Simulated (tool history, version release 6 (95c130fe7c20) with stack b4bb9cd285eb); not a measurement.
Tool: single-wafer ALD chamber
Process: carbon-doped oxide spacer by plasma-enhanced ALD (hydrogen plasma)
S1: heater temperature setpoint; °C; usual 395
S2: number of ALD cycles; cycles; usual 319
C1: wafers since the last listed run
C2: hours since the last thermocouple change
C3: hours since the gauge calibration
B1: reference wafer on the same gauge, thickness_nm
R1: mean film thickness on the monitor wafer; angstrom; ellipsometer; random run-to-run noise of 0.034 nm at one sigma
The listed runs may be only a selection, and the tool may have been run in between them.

run,hour,S1,S2,C1,C2,C3,B1,R1
1,0,395,319,0,134.3,298.6,10.813,134.99
2,37.3,395,319,50,171.6,335.9,10.811,134.52
3,88.6,395,319,68,222.9,387.2,10.818,134.64
4,269.6,395,319,243,403.9,568.2,10.848,134.82
5,299.1,395,319,39,433.4,597.7,10.85,135.33
6,324.1,395,319,33,458.4,622.7,10.86,134.94
7,394,395,319,93,528.3,692.6,10.865,134.91
8,433.2,395,319,52,567.5,731.8,10.872,135.64
9,577.4,395,343,193,711.7,876,10.896,145.9
10,637.8,395,343,81,772.1,936.4,10.887,145.94
11,665.4,395,343,37,799.7,964,10.895,146.07
12,694.5,395,360,39,828.8,993.1,10.903,153.84
13,762.5,395,360,91,896.8,1061.1,10.914,153.48
14,787.2,395,332,33,921.5,1085.8,10.915,141.44
15,839.2,395,332,69,973.5,1137.8,10.929,141.39
16,886.2,395,319,63,1020.5,1184.8,10.927,136.98
17,952.5,395,319,89,1086.8,1251.1,10.93,136.97
18,997,395,319,59,1131.3,1295.6,10.945,136.92
19,1029.8,395,319,44,1164.1,1328.4,10.952,136.74
20,1056.7,395,319,36,1191,1355.3,10.96,136.45
21,1122.3,395,319,88,1256.6,1420.9,10.971,136.58
22,1166.9,390,366,59,1301.2,1465.5,10.976,156.12
23,1236.4,383,319,93,1370.7,1535,10.972,136.06
# hour 1273.7: thermocouple changed; heater temperature recalibrated
24,1274.2,395,319,40,0.5,1572.8,10.987,136.96
25,1299,395,319,33,25.3,1597.6,10.991,136.92
26,1401.3,401,319,137,127.6,1699.9,11,135.83
27,1459,395,287,77,185.3,1757.6,11.011,123.64
# hour 1463.6: gauge calibrated
28,1494.3,381,370,47,220.6,30.7,10.778,156.09
29,1555.2,400,368,81,281.5,91.6,10.79,154.87
30,1608.7,395,319,71,335,145.1,10.798,134.38
31,1676,395,319,90,402.3,212.4,10.808,135.03
32,1716.2,405,319,53,442.5,252.6,10.808,131.97
33,1756.8,386,261,54,483.1,293.2,10.814,110.5
34,1781.3,402,281,32,507.6,317.7,10.824,118.07
35,1816.1,395,319,46,542.4,352.5,10.826,134.51
36,1882.1,385,274,88,608.4,418.5,10.845,115.56
37,1924.8,395,319,57,651.1,461.2,10.841,134.96
38,1951.6,409,355,35,677.9,488,10.853,145.63
39,1986.9,403,264,47,713.2,523.3,10.839,111.05
40,2047.2,389,278,80,773.5,583.6,10.859,117.59
41,2112.4,409,319,87,838.7,648.8,10.871,130.8
42,2142.9,395,290,40,869.2,679.3,10.868,123.34

List, for all runs, the conditions of the tool that the log does not record:
wafer temperature above the value expected at the setpoint (K): 0 at every run
H1: gauge reads high (%)
run,H1
1,0.086
2,0.134
3,0.199
4,0.43
5,0.468
6,0.5
7,0.589
8,0.639
9,0.823
10,0.9
11,0.936
12,0.973
13,1.06
14,1.09
15,1.16
16,1.22
17,1.3
18,1.36
19,1.4
20,1.44
21,1.52
22,1.58
23,1.66
24,1.71
25,1.74
26,1.88
27,1.95
28,-0.177
29,-0.0989
30,-0.0305
31,0.0554
32,0.107
33,0.159
34,0.19
35,0.234
36,0.319
37,0.373
38,0.407
39,0.452
40,0.529
41,0.613
42,0.652

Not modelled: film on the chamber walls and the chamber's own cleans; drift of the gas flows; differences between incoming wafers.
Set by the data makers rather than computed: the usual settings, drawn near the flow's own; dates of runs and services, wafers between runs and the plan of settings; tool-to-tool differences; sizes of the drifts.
